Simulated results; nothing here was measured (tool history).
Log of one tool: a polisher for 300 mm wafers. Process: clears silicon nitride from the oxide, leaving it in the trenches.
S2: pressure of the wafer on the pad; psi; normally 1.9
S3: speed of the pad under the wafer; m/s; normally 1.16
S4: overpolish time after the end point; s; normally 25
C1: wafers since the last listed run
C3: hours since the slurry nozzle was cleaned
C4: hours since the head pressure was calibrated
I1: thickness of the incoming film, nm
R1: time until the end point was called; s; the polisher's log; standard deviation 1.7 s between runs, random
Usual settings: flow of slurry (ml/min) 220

run 1 day=0.000 | flow_of_slurry_(ml/min)=220 S2=1.9 S3=1.16 S4=25 | C1=0 wafers_polished_on_this_pad=664 C3=173.1 C4=468.9 | I1=78.9 | R1=135.6
run 2 day=0.571 | flow_of_slurry_(ml/min)=220 S2=1.9 S3=1.16 S4=25 | C1=109 wafers_polished_on_this_pad=773 C3=186.8 C4=482.6 | I1=78.9 | R1=134.3
run 3 day=0.912 | flow_of_slurry_(ml/min)=220 S2=1.9 S3=1.16 S4=25 | C1=65 wafers_polished_on_this_pad=839 C3=195.0 C4=490.8 | I1=80.0 | R1=137.3
run 4 day=1.404 | flow_of_slurry_(ml/min)=220 S2=1.9 S3=1.16 S4=25 | C1=94 wafers_polished_on_this_pad=933 C3=206.8 C4=502.6 | I1=80.4 | R1=140.1
run 5 day=2.000 | flow_of_slurry_(ml/min)=220 S2=1.9 S3=1.16 S4=25 | C1=114 wafers_polished_on_this_pad=1047 C3=221.1 C4=516.9 | I1=79.2 | R1=142.7
-- day=2.412 worn pad replaced by a new one
run 6 day=2.617 | flow_of_slurry_(ml/min)=220 S2=1.9 S3=1.44 S4=25 | C1=86 wafers_polished_on_this_pad=38 C3=235.9 C4=531.7 | I1=80.2 | R1=103.1
run 7 day=3.088 | flow_of_slurry_(ml/min)=220 S2=1.9 S3=1.16 S4=25 | C1=90 wafers_polished_on_this_pad=129 C3=247.2 C4=543.0 | I1=81.0 | R1=129.1
run 8 day=3.346 | flow_of_slurry_(ml/min)=220 S2=1.9 S3=1.16 S4=25 | C1=49 wafers_polished_on_this_pad=178 C3=253.4 C4=549.2 | I1=79.3 | R1=128.8
run 9 day=3.908 | flow_of_slurry_(ml/min)=220 S2=1.9 S3=1.16 S4=25 | C1=107 wafers_polished_on_this_pad=286 C3=266.9 C4=562.7 | I1=80.0 | R1=131.4
run 10 day=4.388 | flow_of_slurry_(ml/min)=220 S2=1.9 S3=1.16 S4=25 | C1=91 wafers_polished_on_this_pad=377 C3=278.4 C4=574.2 | I1=79.6 | R1=131.5
run 11 day=4.758 | flow_of_slurry_(ml/min)=220 S2=1.9 S3=1.16 S4=25 | C1=71 wafers_polished_on_this_pad=448 C3=287.3 C4=583.1 | I1=79.6 | R1=133.6
-- day=5.208 head pressure recalibrated
run 12 day=5.229 | flow_of_slurry_(ml/min)=220 S2=1.9 S3=1.16 S4=35 | C1=74 wafers_polished_on_this_pad=523 C3=298.6 C4=0.5 | I1=79.2 | R1=131.8
run 13 day=5.579 | flow_of_slurry_(ml/min)=175 S2=1.4 S3=1.54 S4=14 | C1=67 wafers_polished_on_this_pad=590 C3=307.0 C4=8.9 | I1=81.6 | R1=134.1
run 14 day=6.046 | flow_of_slurry_(ml/min)=220 S2=1.5 S3=1.52 S4=25 | C1=89 wafers_polished_on_this_pad=679 C3=318.2 C4=20.1 | I1=79.4 | R1=121.2
run 15 day=6.754 | flow_of_slurry_(ml/min)=220 S2=1.9 S3=1.16 S4=25 | C1=135 wafers_polished_on_this_pad=815 C3=335.2 C4=37.1 | I1=79.2 | R1=139.0
-- day=7.096 worn pad replaced by a new one
run 16 day=7.312 | flow_of_slurry_(ml/min)=190 S2=1.9 S3=1.28 S4=15 | C1=74 wafers_polished_on_this_pad=41 C3=348.6 C4=50.5 | I1=80.5 | R1=122.0
-- day=7.967 slurry nozzle cleaned
run 17 day=7.988 | flow_of_slurry_(ml/min)=155 S2=1.9 S3=1.16 S4=18 | C1=121 wafers_polished_on_this_pad=162 C3=0.5 C4=66.7 | I1=79.9 | R1=124.7
run 18 day=8.338 | flow_of_slurry_(ml/min)=220 S2=1.9 S3=1.48 S4=16 | C1=67 wafers_polished_on_this_pad=229 C3=8.9 C4=75.1 | I1=78.6 | R1=92.9
run 19 day=8.846 | flow_of_slurry_(ml/min)=150 S2=1.9 S3=1.16 S4=30 | C1=97 wafers_polished_on_this_pad=327 C3=21.1 C4=87.3 | I1=79.9 | R1=132.8
run 20 day=9.588 | flow_of_slurry_(ml/min)=220 S2=2.5 S3=1.38 S4=25 | C1=142 wafers_polished_on_this_pad=469 C3=38.9 C4=105.1 | I1=78.3 | R1=83.6
run 21 day=10.067 | flow_of_slurry_(ml/min)=220 S2=1.9 S3=1.16 S4=37 | C1=91 wafers_polished_on_this_pad=561 C3=50.4 C4=116.6 | I1=80.3 | R1=125.2
run 22 day=10.721 | flow_of_slurry_(ml/min)=295 S2=2.1 S3=1.16 S4=19 | C1=125 wafers_polished_on_this_pad=686 C3=66.1 C4=132.3 | I1=79.9 | R1=114.5
run 23 day=11.317 | flow_of_slurry_(ml/min)=220 S2=1.9 S3=1.16 S4=25 | C1=114 wafers_polished_on_this_pad=800 C3=80.4 C4=146.6 | I1=80.6 | R1=127.2

Forecast each of these 5 alternatives for the next run:
run A day=11.338 | flow_of_slurry_(ml/min)=220 S2=1.9 S3=1.16 S4=25 | C1=3 wafers_polished_on_this_pad=804 C3=80.9 C4=147.1 | I1=79.9 | R1=?
run B day=11.338 | flow_of_slurry_(ml/min)=220 S2=1.9 S3=1.16 S4=18 | C1=3 wafers_polished_on_this_pad=804 C3=80.9 C4=147.1 | I1=79.9 | R1=?
run C day=11.338 | flow_of_slurry_(ml/min)=220 S2=1.9 S3=0.86 S4=25 | C1=3 wafers_polished_on_this_pad=804 C3=80.9 C4=147.1 | I1=79.9 | R1=?
run D day=11.338 | flow_of_slurry_(ml/min)=220 S2=2.5 S3=0.82 S4=39 | C1=3 wafers_polished_on_this_pad=804 C3=80.9 C4=147.1 | I1=79.9 | R1=?
run E day=11.338 | flow_of_slurry_(ml/min)=220 S2=1.6 S3=1.02 S4=25 | C1=3 wafers_polished_on_this_pad=804 C3=80.9 C4=147.1 | I1=79.9 | R1=?

run=A R1=128.1
run=B R1=128.1
run=C R1=172.7
run=D R1=150.0
run=E R1=162.5
Without the tool's hidden state the same runs would have given:
run=A R1=115.3
run=B R1=115.3
run=C R1=155.5
run=D R1=135.0
run=E R1=146.3

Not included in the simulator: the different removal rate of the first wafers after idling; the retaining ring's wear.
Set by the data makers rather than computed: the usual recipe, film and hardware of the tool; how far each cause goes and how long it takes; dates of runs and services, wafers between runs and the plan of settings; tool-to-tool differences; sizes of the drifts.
